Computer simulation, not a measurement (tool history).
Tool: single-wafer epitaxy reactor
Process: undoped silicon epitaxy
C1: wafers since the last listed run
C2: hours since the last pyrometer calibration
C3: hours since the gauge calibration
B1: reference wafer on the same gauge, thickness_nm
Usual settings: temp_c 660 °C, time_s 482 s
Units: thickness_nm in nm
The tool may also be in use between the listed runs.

Run 1, day 0.000: usual settings; C1 0; C2 2141.8; C3 431.6; B1 94.020. Result: thickness_nm 98.917 nm.
Run 2, day 0.679: usual settings; C1 36; C2 2158.1; C3 447.9; B1 94.007. Result: thickness_nm 98.388 nm.
Run 3, day 1.754: usual settings; C1 57; C2 2183.9; C3 473.7; B1 93.995. Result: thickness_nm 98.964 nm.
Run 4, day 3.088: usual settings; C1 71; C2 2215.9; C3 505.7; B1 93.911. Result: thickness_nm 98.428 nm.
Run 5, day 3.921: usual settings; C1 44; C2 2235.9; C3 525.7; B1 94.131. Result: thickness_nm 98.029 nm.
Run 6, day 5.138: usual settings; C1 65; C2 2265.1; C3 554.9; B1 93.953. Result: thickness_nm 98.588 nm.
Run 7, day 6.150: usual settings; C1 54; C2 2289.4; C3 579.2; B1 93.923. Result: thickness_nm 97.598 nm.
Run 8, day 6.712: usual settings; C1 30; C2 2302.9; C3 592.7; B1 93.998. Result: thickness_nm 97.963 nm.
Run 9, day 8.121: usual settings; C1 75; C2 2336.7; C3 626.5; B1 94.031. Result: thickness_nm 98.226 nm.
Run 10, day 8.858: usual settings; C1 39; C2 2354.4; C3 644.2; B1 93.999. Result: thickness_nm 98.035 nm.
Run 11, day 9.492: usual settings; C1 34; C2 2369.6; C3 659.4; B1 94.003. Result: thickness_nm 96.223 nm.
Run 12, day 10.062: usual settings; C1 30; C2 2383.3; C3 673.1; B1 94.002. Result: thickness_nm 97.931 nm.
Run 13, day 10.658: usual settings; C1 32; C2 2397.6; C3 687.4; B1 93.961. Result: thickness_nm 97.388 nm.
Run 14, day 11.267: usual settings; C1 32; C2 2412.2; C3 702.0; B1 94.045. Result: thickness_nm 97.090 nm.
Run 15, day 12.417: usual settings; C1 61; C2 2439.8; C3 729.6; B1 93.862. Result: thickness_nm 96.747 nm.
Run 16, day 13.800: usual settings; C1 74; C2 2473.0; C3 762.8; B1 93.965. Result: thickness_nm 96.578 nm.
At day 13.900: gauge calibrated.
Run 17, day 14.996: usual settings; C1 64; C2 2501.7; C3 26.3; B1 93.993. Result: thickness_nm 96.496 nm.
Run 18, day 15.562: usual settings; C1 30; C2 2515.3; C3 39.9; B1 93.950. Result: thickness_nm 95.970 nm.
Run 19, day 16.062: usual settings; C1 26; C2 2527.3; C3 51.9; B1 94.041. Result: thickness_nm 96.135 nm.
Run 20, day 17.562: usual settings but temp_c 666 °C; C1 80; C2 2563.3; C3 87.9; B1 94.020. Result: thickness_nm 110.923 nm.
Run 21, day 18.333: usual settings but temp_c 656 °C, time_s 389 s; C1 41; C2 2581.8; C3 106.4; B1 94.070. Result: thickness_nm 70.512 nm.
Run 22, day 19.525: usual settings but temp_c 654 °C, time_s 389 s; C1 64; C2 2610.4; C3 135.0; B1 93.923. Result: thickness_nm 67.256 nm.
Run 23, day 20.817: usual settings; C1 69; C2 2641.4; C3 166.0; B1 94.017. Result: thickness_nm 94.643 nm.
Run 24, day 21.346: usual settings but time_s 565 s; C1 28; C2 2654.1; C3 178.7; B1 93.982. Result: thickness_nm 111.332 nm.
Run 25, day 22.496: usual settings; C1 61; C2 2681.7; C3 206.3; B1 94.015. Result: thickness_nm 94.278 nm.
Run 26, day 23.971: usual settings; C1 79; C2 2717.1; C3 241.7; B1 93.992. Result: thickness_nm 94.830 nm.
Run 27, day 24.729: usual settings but temp_c 656 °C; C1 40; C2 2735.3; C3 259.9; B1 93.916. Result: thickness_nm 85.595 nm.
Run 28, day 25.312: usual settings; C1 31; C2 2749.3; C3 273.9; B1 94.024. Result: thickness_nm 93.813 nm.
Run 29, day 26.496: usual settings but temp_c 650 °C, time_s 527 s; C1 63; C2 2777.7; C3 302.3; B1 94.037. Result: thickness_nm 80.996 nm.
At day 26.900: pyrometer calibrated.
Run 30, day 27.300: usual settings but temp_c 670 °C, time_s 437 s; C1 25; C2 9.6; C3 321.6; B1 93.993. Result: thickness_nm 121.027 nm.
Run 31, day 28.658: usual settings but temp_c 669 °C; C1 73; C2 42.2; C3 354.2; B1 93.967. Result: thickness_nm 128.772 nm.
Run 32, day 29.750: usual settings but temp_c 655 °C; C1 58; C2 68.4; C3 380.4; B1 94.048. Result: thickness_nm 94.290 nm.
Run 33, day 30.250: usual settings but temp_c 675 °C; C1 26; C2 80.4; C3 392.4; B1 94.020. Result: thickness_nm 148.518 nm.
Run 34, day 31.167: usual settings; C1 49; C2 102.4; C3 414.4; B1 93.991. Result: thickness_nm 105.502 nm.
Run 35, day 32.296: usual settings but temp_c 674 °C, time_s 530 s; C1 60; C2 129.5; C3 441.5; B1 94.074. Result: thickness_nm 159.756 nm.
Run 36, day 32.946: usual settings but time_s 416 s; C1 34; C2 145.1; C3 457.1; B1 93.961. Result: thickness_nm 91.840 nm.
Run 37, day 34.325: usual settings but temp_c 652 °C, time_s 446 s; C1 74; C2 178.2; C3 490.2; B1 94.062. Result: thickness_nm 80.721 nm.
Run 38, day 35.583: usual settings; C1 67; C2 208.4; C3 520.4; B1 93.944. Result: thickness_nm 106.272 nm.

The tool's hidden state at each run:
gauge reads high (%): 0 in every run
H1: wafer temperature above the value expected at the setpoint (K)
run      H1
  1   -3.77
  2   -3.82
  3   -3.91
  4   -4.01
  5   -4.08
  6   -4.18
  7   -4.26
  8    -4.3
  9   -4.42
 10   -4.48
 11   -4.54
 12   -4.59
 13   -4.64
 14   -4.69
 15   -4.79
 16   -4.91
 17   -5.02
 18   -5.07
 19   -5.12
 20   -5.25
 21   -5.32
 22   -5.44
 23   -5.56
 24   -5.61
 25   -5.72
 26   -5.86
 27   -5.94
 28   -5.99
 29   -6.11
 30  -0.952
 31  -0.953
 32  -0.955
 33  -0.956
 34  -0.959
 35  -0.964
 36  -0.967
 37  -0.975
 38  -0.984
